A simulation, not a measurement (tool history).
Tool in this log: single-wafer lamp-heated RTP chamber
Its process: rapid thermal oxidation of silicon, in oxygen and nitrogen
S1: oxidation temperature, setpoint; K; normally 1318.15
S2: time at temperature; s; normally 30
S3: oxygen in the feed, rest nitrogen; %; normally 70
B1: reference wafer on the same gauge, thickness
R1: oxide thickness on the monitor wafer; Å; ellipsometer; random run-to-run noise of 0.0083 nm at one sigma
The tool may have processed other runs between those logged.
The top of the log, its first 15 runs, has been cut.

run 16 hour=196.4 | S1=1291.15 S2=22 S3=80 | B1=5.060 | R1=42.96
run 17 hour=212.5 | S1=1326.15 S2=25 S3=42 | B1=5.058 | R1=46.15
run 18 hour=223.7 | S1=1326.15 S2=25 S3=42 | B1=5.059 | R1=46.14
-- hour=232.0 pyrometer window cleaned and pyrometer calibrated
run 19 hour=237.5 | S1=1326.15 S2=36 S3=54 | B1=5.061 | R1=57.64
run 20 hour=249.6 | S1=1318.15 S2=30 S3=70 | B1=5.059 | R1=55.28
run 21 hour=258.4 | S1=1343.15 S2=18 S3=61 | B1=5.063 | R1=50.40
run 22 hour=275.7 | S1=1318.15 S2=30 S3=81 | B1=5.060 | R1=58.07
run 23 hour=285.9 | S1=1318.15 S2=30 S3=70 | B1=5.059 | R1=55.35
run 24 hour=294.9 | S1=1318.15 S2=30 S3=70 | B1=5.060 | R1=55.29
run 25 hour=307.0 | S1=1294.15 S2=41 S3=60 | B1=5.060 | R1=50.72
run 26 hour=319.8 | S1=1338.15 S2=30 S3=70 | B1=5.058 | R1=63.33
-- hour=337.4 oxygen flow controller replaced
run 27 hour=337.9 | S1=1304.15 S2=30 S3=55 | B1=5.057 | R1=46.39
run 28 hour=340.0 | S1=1307.15 S2=16 S3=50 | B1=5.059 | R1=36.16
run 29 hour=352.5 | S1=1318.15 S2=30 S3=70 | B1=5.059 | R1=55.51
run 30 hour=365.3 | S1=1333.15 S2=41 S3=51 | B1=5.059 | R1=62.78
run 31 hour=381.2 | S1=1318.15 S2=30 S3=70 | B1=5.061 | R1=55.32
run 32 hour=389.6 | S1=1318.15 S2=36 S3=52 | B1=5.061 | R1=53.96
run 33 hour=405.1 | S1=1318.15 S2=30 S3=92 | B1=5.059 | R1=61.11
run 34 hour=421.5 | S1=1335.15 S2=16 S3=79 | B1=5.064 | R1=50.08
run 35 hour=431.8 | S1=1310.15 S2=30 S3=91 | B1=5.059 | R1=57.52
run 36 hour=444.7 | S1=1318.15 S2=35 S3=70 | B1=5.058 | R1=59.31
run 37 hour=462.2 | S1=1330.15 S2=30 S3=88 | B1=5.061 | R1=65.35

Each row is a separate what-if for the run after 37, all from the same tool condition, not one after another. Results?
run A hour=462.7 | S1=1318.15 S2=30 S3=70 | B1=? | R1=?
run B hour=462.7 | S1=1308.15 S2=36 S3=70 | B1=? | R1=?
run C hour=462.7 | S1=1333.15 S2=23 S3=62 | B1=? | R1=?
run D hour=462.7 | S1=1305.15 S2=30 S3=50 | B1=? | R1=?
run E hour=462.7 | S1=1318.15 S2=30 S3=97 | B1=? | R1=?

run=A B1=5.060 R1=55.44
run=B B1=5.060 R1=55.94
run=C B1=5.060 R1=52.62
run=D B1=5.060 R1=45.38
run=E B1=5.060 R1=62.11
The same runs, with their run-to-run variation unchanged, on a tool lacking any hidden condition would have given:
run=A R1=55.19
run=B R1=55.68
run=C R1=52.39
run=D R1=45.18
run=E R1=61.82
